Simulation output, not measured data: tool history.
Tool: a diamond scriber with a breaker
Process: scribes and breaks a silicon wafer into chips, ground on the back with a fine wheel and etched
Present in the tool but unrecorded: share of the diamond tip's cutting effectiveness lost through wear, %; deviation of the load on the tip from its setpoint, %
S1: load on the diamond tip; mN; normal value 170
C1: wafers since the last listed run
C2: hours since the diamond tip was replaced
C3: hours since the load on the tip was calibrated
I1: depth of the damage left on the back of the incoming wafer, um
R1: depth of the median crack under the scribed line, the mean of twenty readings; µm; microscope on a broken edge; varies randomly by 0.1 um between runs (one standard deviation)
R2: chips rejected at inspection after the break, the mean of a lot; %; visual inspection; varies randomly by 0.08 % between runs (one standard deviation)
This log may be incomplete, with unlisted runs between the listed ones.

{"run": 1, "hour": 0.0, "S1": 134, "C1": 0, "C2": 435.1, "C3": 480.3, "I1": 0.52, "R1": 7.14, "R2": 4.52}
{"run": 2, "hour": 7.4, "S1": 206, "C1": 11, "C2": 442.5, "C3": 487.7, "I1": 0.47, "R1": 10.26, "R2": 4.92}
{"run": 3, "hour": 27.1, "S1": 198, "C1": 30, "C2": 462.2, "C3": 507.4, "I1": 0.44, "R1": 10.28, "R2": 3.49}
{"run": 4, "hour": 41.9, "S1": 139, "C1": 22, "C2": 477.0, "C3": 522.2, "I1": 0.33, "R1": 7.42, "R2": 3.26}
{"run": 5, "hour": 55.0, "S1": 139, "C1": 20, "C2": 490.1, "C3": 535.3, "I1": 0.31, "R1": 7.41, "R2": 3.27}
{"run": 6, "hour": 100.1, "S1": 139, "C1": 69, "C2": 535.2, "C3": 580.4, "I1": 0.55, "R1": 7.38, "R2": 3.01}
{"run": 7, "hour": 109.4, "S1": 197, "C1": 14, "C2": 544.5, "C3": 589.7, "I1": 0.32, "R1": 10.05, "R2": 4.23}
{"run": 8, "hour": 123.0, "S1": 157, "C1": 21, "C2": 558.1, "C3": 603.3, "I1": 0.42, "R1": 8.39, "R2": 1.29}
{"hour": 135.6, "done": "diamond tip replaced by a new one"}
{"run": 9, "hour": 136.1, "S1": 157, "C1": 17, "C2": 0.5, "C3": 616.4, "I1": 0.67, "R1": 8.49, "R2": 1.37}
{"run": 10, "hour": 153.1, "S1": 170, "C1": 26, "C2": 17.5, "C3": 633.4, "I1": 0.31, "R1": 8.87, "R2": 1.56}
{"run": 11, "hour": 166.3, "S1": 170, "C1": 20, "C2": 30.7, "C3": 646.6, "I1": 0.6, "R1": 9.04, "R2": 1.25}
{"run": 12, "hour": 172.9, "S1": 170, "C1": 10, "C2": 37.3, "C3": 653.2, "I1": 0.54, "R1": 9.11, "R2": 1.44}
{"run": 13, "hour": 189.6, "S1": 170, "C1": 25, "C2": 54.0, "C3": 669.9, "I1": 0.37, "R1": 9.02, "R2": 1.62}
{"run": 14, "hour": 197.2, "S1": 170, "C1": 11, "C2": 61.6, "C3": 677.5, "I1": 0.35, "R1": 9.16, "R2": 1.51}
{"run": 15, "hour": 205.0, "S1": 196, "C1": 12, "C2": 69.4, "C3": 685.3, "I1": 0.33, "R1": 10.37, "R2": 4.65}
{"run": 16, "hour": 222.4, "S1": 196, "C1": 26, "C2": 86.8, "C3": 702.7, "I1": 0.73, "R1": 10.1, "R2": 4.2}
{"run": 17, "hour": 239.7, "S1": 170, "C1": 26, "C2": 104.1, "C3": 720.0, "I1": 0.79, "R1": 9.23, "R2": 1.61}
{"run": 18, "hour": 251.7, "S1": 187, "C1": 18, "C2": 116.1, "C3": 732.0, "I1": 0.33, "R1": 9.91, "R2": 3.43}
{"run": 19, "hour": 260.2, "S1": 170, "C1": 13, "C2": 124.6, "C3": 740.5, "I1": 0.5, "R1": 9.02, "R2": 1.55}
{"run": 20, "hour": 268.4, "S1": 170, "C1": 12, "C2": 132.8, "C3": 748.7, "I1": 0.41, "R1": 9.21, "R2": 1.6}
{"hour": 271.1, "done": "load on the tip recalibrated"}
{"run": 21, "hour": 275.3, "S1": 170, "C1": 7, "C2": 139.7, "C3": 4.2, "I1": 0.7, "R1": 8.64, "R2": 1.26}
{"run": 22, "hour": 292.8, "S1": 170, "C1": 27, "C2": 157.2, "C3": 21.7, "I1": 0.5, "R1": 8.49, "R2": 1.23}
{"run": 23, "hour": 310.0, "S1": 170, "C1": 26, "C2": 174.4, "C3": 38.9, "I1": 0.69, "R1": 8.5, "R2": 1.36}
{"run": 24, "hour": 317.9, "S1": 207, "C1": 12, "C2": 182.3, "C3": 46.8, "I1": 0.34, "R1": 9.95, "R2": 3.67}
{"run": 25, "hour": 329.8, "S1": 192, "C1": 18, "C2": 194.2, "C3": 58.7, "I1": 0.67, "R1": 9.72, "R2": 2.32}
{"run": 26, "hour": 340.5, "S1": 141, "C1": 16, "C2": 204.9, "C3": 69.4, "I1": 0.41, "R1": 7.25, "R2": 3.5}
{"run": 27, "hour": 347.7, "S1": 210, "C1": 11, "C2": 212.1, "C3": 76.6, "I1": 0.74, "R1": 10.08, "R2": 4.75}
{"run": 28, "hour": 354.3, "S1": 218, "C1": 10, "C2": 218.7, "C3": 83.2, "I1": 0.77, "R1": 10.68, "R2": 5.32}
{"run": 29, "hour": 370.9, "S1": 131, "C1": 25, "C2": 235.3, "C3": 99.8, "I1": 0.34, "R1": 6.96, "R2": 6.02}
{"run": 30, "hour": 382.2, "S1": 170, "C1": 17, "C2": 246.6, "C3": 111.1, "I1": 0.48, "R1": 8.65, "R2": 1.12}
{"run": 31, "hour": 390.0, "S1": 214, "C1": 12, "C2": 254.4, "C3": 118.9, "I1": 0.4, "R1": 10.35, "R2": 4.73}
{"run": 32, "hour": 402.4, "S1": 195, "C1": 19, "C2": 266.8, "C3": 131.3, "I1": 0.35, "R1": 9.73, "R2": 2.62}
{"run": 33, "hour": 417.6, "S1": 203, "C1": 23, "C2": 282.0, "C3": 146.5, "I1": 0.4, "R1": 10.06, "R2": 4.07}
{"run": 34, "hour": 424.7, "S1": 170, "C1": 11, "C2": 289.1, "C3": 153.6, "I1": 0.38, "R1": 8.76, "R2": 1.24}
{"run": 35, "hour": 439.2, "S1": 136, "C1": 22, "C2": 303.6, "C3": 168.1, "I1": 0.72, "R1": 6.93, "R2": 4.85}
{"run": 36, "hour": 454.5, "S1": 183, "C1": 23, "C2": 318.9, "C3": 183.4, "I1": 0.59, "R1": 9.25, "R2": 1.68}
{"run": 37, "hour": 463.5, "S1": 211, "C1": 13, "C2": 327.9, "C3": 192.4, "I1": 0.46, "R1": 10.39, "R2": 4.19}
{"run": 38, "hour": 471.5, "S1": 217, "C1": 12, "C2": 335.9, "C3": 200.4, "I1": 0.31, "R1": 10.56, "R2": 5.68}
{"run": 39, "hour": 488.0, "S1": 170, "C1": 25, "C2": 352.4, "C3": 216.9, "I1": 0.5, "R1": 8.89, "R2": 1.28}
{"run": 40, "hour": 497.4, "S1": 170, "C1": 14, "C2": 361.8, "C3": 226.3, "I1": 0.55, "R1": 8.55, "R2": 1.2}
{"run": 41, "hour": 512.9, "S1": 213, "C1": 24, "C2": 377.3, "C3": 241.8, "I1": 0.4, "R1": 10.67, "R2": 5.33}

Alternative continuations, all from the tool just after run 41; predict every row:
{"run": "A", "hour": 513.5, "S1": 170, "C1": 0, "C2": 377.9, "C3": 242.4, "I1": 0.44, "R1": "?", "R2": "?"}
{"run": "B", "hour": 513.5, "S1": 122, "C1": 0, "C2": 377.9, "C3": 242.4, "I1": 0.44, "R1": "?", "R2": "?"}
{"run": "C", "hour": 513.5, "S1": 125, "C1": 0, "C2": 377.9, "C3": 242.4, "I1": 0.44, "R1": "?", "R2": "?"}
{"run": "D", "hour": 513.5, "S1": 184, "C1": 0, "C2": 377.9, "C3": 242.4, "I1": 0.44, "R1": "?", "R2": "?"}
{"run": "E", "hour": 513.5, "S1": 189, "C1": 0, "C2": 377.9, "C3": 242.4, "I1": 0.44, "R1": "?", "R2": "?"}

run=A R1=8.71 R2=1.39
run=B R1=6.41 R2=10.04
run=C R1=6.57 R2=8.74
run=D R1=9.32 R2=2.03
run=E R1=9.54 R2=2.46
Without the tool's hidden state the same runs would have given:
run=A R1=8.60 R2=1.37
run=B R1=6.34 R2=10.73
run=C R1=6.49 R2=9.38
run=D R1=9.21 R2=1.85
run=E R1=9.42 R2=2.22
